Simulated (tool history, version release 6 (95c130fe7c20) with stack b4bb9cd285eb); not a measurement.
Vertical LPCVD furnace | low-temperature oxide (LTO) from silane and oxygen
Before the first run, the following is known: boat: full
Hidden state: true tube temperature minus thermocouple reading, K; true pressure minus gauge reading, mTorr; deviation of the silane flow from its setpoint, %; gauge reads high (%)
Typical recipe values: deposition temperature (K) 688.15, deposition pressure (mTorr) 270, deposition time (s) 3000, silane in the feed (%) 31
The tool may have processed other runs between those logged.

run	hour	deposition temperature (K)	deposition pressure (mTorr)	deposition time (s)	silane in the feed (%)	wafers since the last listed run	hours since the last temperature calibration	hours since the pressure gauge was zeroed	hours since the silane flow controller was replaced	hours since the gauge calibration	read-back reference wafer on the same gauge, thickness	film thickness on the monitor wafer in the middle of the boat (nm)
1	0.0	688.15	270	3000	31	0	768.3	2613.2	3990.4	450.7	382.01	455.85
2	41.7	693.15	270	3450	31	576	810.0	2654.9	4032.1	492.4	381.68	554.72
3	76.5	693.15	270	3450	31	481	844.8	2689.7	4066.9	527.2	382.20	552.42
4	108.5	693.15	270	3450	31	442	876.8	2721.7	4098.9	559.2	382.17	553.63
5	137.8	688.15	325	3000	31	405	906.1	2751.0	4128.2	588.5	381.95	548.01
6	179.0	688.15	270	3000	32	569	947.3	2792.2	4169.4	629.7	382.16	477.23
7	232.5	688.15	270	3000	31	739	1000.8	2845.7	4222.9	683.2	382.13	455.61
8	296.4	688.15	270	3000	31	883	1064.7	2909.6	4286.8	747.1	381.93	454.91
9	361.1	688.15	270	3000	31	894	1129.4	2974.3	4351.5	811.8	381.97	454.26
# hour 430.0: pressure gauge zeroed
10	430.5	688.15	270	3000	31	627	1198.8	0.5	4420.9	881.2	381.87	454.59
11	481.1	688.15	270	3000	31	699	1249.4	51.1	4471.5	931.8	382.02	454.28
12	534.4	688.15	270	3000	31	736	1302.7	104.4	4524.8	985.1	382.28	454.55
13	571.8	688.15	270	3000	28	517	1340.1	141.8	4562.2	1022.5	382.06	393.35
14	596.2	688.15	270	3000	31	337	1364.5	166.2	4586.6	1046.9	382.09	454.95
15	655.7	677.15	270	3000	31	822	1424.0	225.7	4646.1	1106.4	382.15	400.79
16	723.7	679.15	270	3000	31	940	1492.0	293.7	4714.1	1174.4	381.94	409.25
# hour 874.8: gauge calibrated
# hour 900.4: silane flow controller replaced
17	900.9	688.15	270	4050	31	2118	1669.2	470.9	0.5	26.1	381.95	627.94
18	946.9	688.15	270	4110	31	636	1715.2	516.9	46.5	72.1	381.82	641.49
# hour 1011.9: thermocouples replaced and temperature profile calibrated
19	1012.4	688.15	250	3000	31	573	0.5	582.4	112.0	137.6	382.01	423.02
20	1038.9	688.15	270	3000	31	366	27.0	608.9	138.5	164.1	381.77	458.26
21	1093.3	688.15	270	3000	31	752	81.4	663.3	192.9	218.5	382.02	458.57
22	1160.4	688.15	270	2460	31	927	148.5	730.4	260.0	285.6	381.73	377.13
23	1217.4	696.15	295	2610	34	788	205.5	787.4	317.0	342.6	382.18	539.69
24	1242.7	688.15	335	2220	31	349	230.8	812.7	342.3	367.9	382.08	420.92
25	1314.4	688.15	270	3000	31	991	302.5	884.4	414.0	439.6	381.95	459.97
26	1356.9	695.15	250	4140	29	587	345.0	926.9	456.5	482.1	381.70	579.36

Consider 5 possible next runs. They are alternatives, not a sequence: every one starts from the tool as it was left by run 26. What does each give?
A	1361.0	688.15	225	3000	31	56	349.1	931.0	460.6	486.2	?	?
B	1361.0	677.15	270	1950	36	56	349.1	931.0	460.6	486.2	?	?
C	1361.0	691.15	235	3000	31	56	349.1	931.0	460.6	486.2	?	?
D	1361.0	680.15	300	3000	35	56	349.1	931.0	460.6	486.2	?	?
E	1361.0	685.15	270	3000	31	56	349.1	931.0	460.6	486.2	?	?

run	read-back reference wafer on the same gauge, thickness	film thickness on the monitor wafer in the middle of the boat (nm)
A	382.14	384.50
B	382.14	324.31
C	382.14	415.12
D	382.14	552.61
E	382.14	446.20
What these runs would have given with no unlogged condition in the tool:
run	film thickness on the monitor wafer in the middle of the boat (nm)
A	378.23
B	319.17
C	408.41
D	543.82
E	438.84

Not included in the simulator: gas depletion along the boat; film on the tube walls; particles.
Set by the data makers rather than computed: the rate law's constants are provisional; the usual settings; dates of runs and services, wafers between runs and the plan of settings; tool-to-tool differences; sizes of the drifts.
